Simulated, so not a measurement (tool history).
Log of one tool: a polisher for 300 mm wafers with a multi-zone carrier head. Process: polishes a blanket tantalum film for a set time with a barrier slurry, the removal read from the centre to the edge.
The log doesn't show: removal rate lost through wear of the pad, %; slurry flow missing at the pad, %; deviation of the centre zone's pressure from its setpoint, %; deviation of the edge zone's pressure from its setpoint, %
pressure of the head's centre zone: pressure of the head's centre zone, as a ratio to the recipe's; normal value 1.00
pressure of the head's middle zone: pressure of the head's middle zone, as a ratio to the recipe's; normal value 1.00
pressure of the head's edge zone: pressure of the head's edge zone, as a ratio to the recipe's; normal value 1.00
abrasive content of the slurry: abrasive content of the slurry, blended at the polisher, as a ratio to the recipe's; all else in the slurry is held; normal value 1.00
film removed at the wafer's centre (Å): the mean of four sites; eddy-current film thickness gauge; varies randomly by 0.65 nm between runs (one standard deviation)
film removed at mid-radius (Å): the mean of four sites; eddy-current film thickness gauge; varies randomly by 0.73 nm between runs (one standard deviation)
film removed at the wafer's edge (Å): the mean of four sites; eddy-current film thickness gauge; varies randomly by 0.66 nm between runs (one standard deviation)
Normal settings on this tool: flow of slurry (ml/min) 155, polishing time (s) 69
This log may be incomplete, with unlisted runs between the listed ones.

| run | hour | flow of slurry (ml/min) | pressure of the head's centre zone | pressure of the head's middle zone | pressure of the head's edge zone | abrasive content of the slurry | polishing time (s) | wafers since the last listed run | wafers polished on this pad | hours since the slurry nozzle was cleaned | hours since the centre zone pressure was calibrated | hours since the edge zone pressure was calibrated | hours since the carrier head's membrane was replaced | incoming thickness of the incoming film, nm | film removed at the wafer's centre (Å) | film removed at mid-radius (Å) | film removed at the wafer's edge (Å) |
|---|---|---|---|---|---|---|---|---|---|---|---|---|---|---|---|---|---|
| 1 | 0.0 | 155 | 0.94 | 1.00 | 0.92 | 0.90 | 69 | 0 | 1273 | 91.5 | 450.3 | 573.5 | 1776.3 | 229.4 | 539 | 578 | 553 |
|  | 47.4 | carrier head's membrane replaced by a new one |
| 2 | 72.0 | 155 | 1.00 | 1.00 | 1.00 | 1.20 | 57 | 446 | 1719 | 163.5 | 522.3 | 645.5 | 24.6 | 226.4 | 494 | 495 | 504 |
| 3 | 167.2 | 155 | 1.00 | 1.00 | 1.00 | 1.00 | 69 | 634 | 2354 | 258.7 | 617.5 | 740.7 | 119.8 | 230.2 | 554 | 568 | 572 |
| 4 | 274.9 | 155 | 1.10 | 1.00 | 1.00 | 1.00 | 69 | 717 | 3071 | 366.4 | 725.2 | 848.4 | 227.5 | 227.5 | 585 | 541 | 576 |
|  | 315.9 | edge zone pressure recalibrated |
|  | 372.1 | centre zone pressure recalibrated |
| 5 | 379.8 | 155 | 1.00 | 0.91 | 1.04 | 1.00 | 47 | 672 | 3744 | 471.3 | 7.7 | 63.9 | 332.4 | 233.3 | 353 | 337 | 387 |
| 6 | 458.2 | 155 | 1.08 | 1.00 | 1.11 | 1.00 | 69 | 522 | 4266 | 549.7 | 86.1 | 142.3 | 410.8 | 230.5 | 557 | 530 | 596 |
| 7 | 549.6 | 135 | 1.00 | 1.00 | 1.00 | 1.00 | 69 | 609 | 4875 | 641.1 | 177.5 | 233.7 | 502.2 | 228.4 | 492 | 497 | 527 |
|  | 610.8 | worn pad replaced by a new one |
| 8 | 624.3 | 155 | 0.92 | 0.93 | 1.00 | 1.15 | 69 | 471 | 89 | 715.8 | 252.2 | 308.4 | 576.9 | 231.7 | 489 | 507 | 572 |
| 9 | 710.0 | 155 | 1.00 | 1.00 | 1.00 | 1.00 | 69 | 571 | 660 | 801.5 | 337.9 | 394.1 | 662.6 | 229.5 | 512 | 523 | 547 |
|  | 715.3 | slurry nozzle cleaned |
| 10 | 762.9 | 155 | 1.00 | 1.00 | 1.00 | 1.00 | 69 | 345 | 1006 | 47.6 | 390.8 | 447.0 | 715.5 | 229.1 | 599 | 602 | 596 |
| 11 | 827.5 | 155 | 1.00 | 0.89 | 1.00 | 1.00 | 88 | 430 | 1437 | 112.2 | 455.4 | 511.6 | 780.1 | 229.3 | 749 | 680 | 757 |
| 12 | 900.8 | 155 | 1.00 | 1.00 | 1.00 | 1.00 | 69 | 488 | 1925 | 185.5 | 528.7 | 584.9 | 853.4 | 229.5 | 576 | 589 | 587 |
| 13 | 1005.2 | 155 | 1.00 | 1.00 | 1.00 | 1.15 | 69 | 695 | 2621 | 289.9 | 633.1 | 689.3 | 957.8 | 227.5 | 577 | 593 | 592 |
| 14 | 1099.2 | 155 | 1.00 | 1.09 | 1.07 | 1.00 | 53 | 626 | 3247 | 383.9 | 727.1 | 783.3 | 1051.8 | 226.0 | 426 | 456 | 454 |
| 15 | 1183.0 | 155 | 1.00 | 1.00 | 1.00 | 1.00 | 69 | 558 | 3805 | 467.7 | 810.9 | 867.1 | 1135.6 | 226.6 | 536 | 551 | 575 |
|  | 1211.2 | edge zone pressure recalibrated |
| 16 | 1252.7 | 190 | 1.07 | 1.10 | 0.93 | 1.00 | 69 | 451 | 4257 | 537.4 | 880.6 | 41.5 | 1205.3 | 231.7 | 611 | 623 | 566 |
| 17 | 1319.1 | 155 | 1.00 | 1.00 | 0.89 | 0.70 | 84 | 442 | 4699 | 603.8 | 947.0 | 107.9 | 1271.7 | 229.1 | 578 | 587 | 586 |
|  | 1326.5 | centre zone pressure recalibrated |
|  | 1358.5 | worn pad replaced by a new one |
| 18 | 1405.8 | 155 | 1.00 | 1.00 | 1.00 | 1.00 | 69 | 537 | 315 | 690.5 | 79.3 | 194.6 | 1358.4 | 231.9 | 525 | 534 | 567 |
| 19 | 1551.4 | 155 | 1.00 | 0.89 | 1.00 | 1.00 | 69 | 970 | 1285 | 836.1 | 224.9 | 340.2 | 1504.0 | 231.5 | 528 | 481 | 571 |
| 20 | 1595.9 | 155 | 1.00 | 1.00 | 1.00 | 1.00 | 69 | 296 | 1581 | 880.6 | 269.4 | 384.7 | 1548.5 | 232.5 | 520 | 526 | 560 |

Predict each of these 5 candidate next runs independently; none follows another, all start after run 20:
| A | 1596.3 | 155 | 1.00 | 1.00 | 1.00 | 1.00 | 69 | 2 | 1584 | 881.0 | 269.8 | 385.1 | 1548.9 | 226.6 | ? | ? | ? |
| B | 1596.3 | 155 | 1.00 | 1.11 | 1.00 | 1.00 | 69 | 2 | 1584 | 881.0 | 269.8 | 385.1 | 1548.9 | 226.6 | ? | ? | ? |
| C | 1596.3 | 120 | 1.00 | 1.00 | 1.00 | 0.90 | 52 | 2 | 1584 | 881.0 | 269.8 | 385.1 | 1548.9 | 226.6 | ? | ? | ? |
| D | 1596.3 | 155 | 1.00 | 1.00 | 1.00 | 1.00 | 89 | 2 | 1584 | 881.0 | 269.8 | 385.1 | 1548.9 | 226.6 | ? | ? | ? |
| E | 1596.3 | 170 | 0.88 | 1.00 | 1.00 | 1.00 | 86 | 2 | 1584 | 881.0 | 269.8 | 385.1 | 1548.9 | 226.6 | ? | ? | ? |

| run | film removed at the wafer's centre (Å) | film removed at mid-radius (Å) | film removed at the wafer's edge (Å) |
|---|---|---|---|
| A | 518 | 536 | 548 |
| B | 518 | 585 | 548 |
| C | 336 | 354 | 376 |
| D | 668 | 691 | 707 |
| E | 600 | 689 | 698 |
The same runs, with their run-to-run variation unchanged, on a tool lacking any hidden condition would have given:
| run | film removed at the wafer's centre (Å) | film removed at mid-radius (Å) | film removed at the wafer's edge (Å) |
|---|---|---|---|
| A | 611 | 619 | 606 |
| B | 611 | 676 | 605 |
| C | 418 | 427 | 425 |
| D | 788 | 798 | 781 |
| E | 697 | 786 | 765 |

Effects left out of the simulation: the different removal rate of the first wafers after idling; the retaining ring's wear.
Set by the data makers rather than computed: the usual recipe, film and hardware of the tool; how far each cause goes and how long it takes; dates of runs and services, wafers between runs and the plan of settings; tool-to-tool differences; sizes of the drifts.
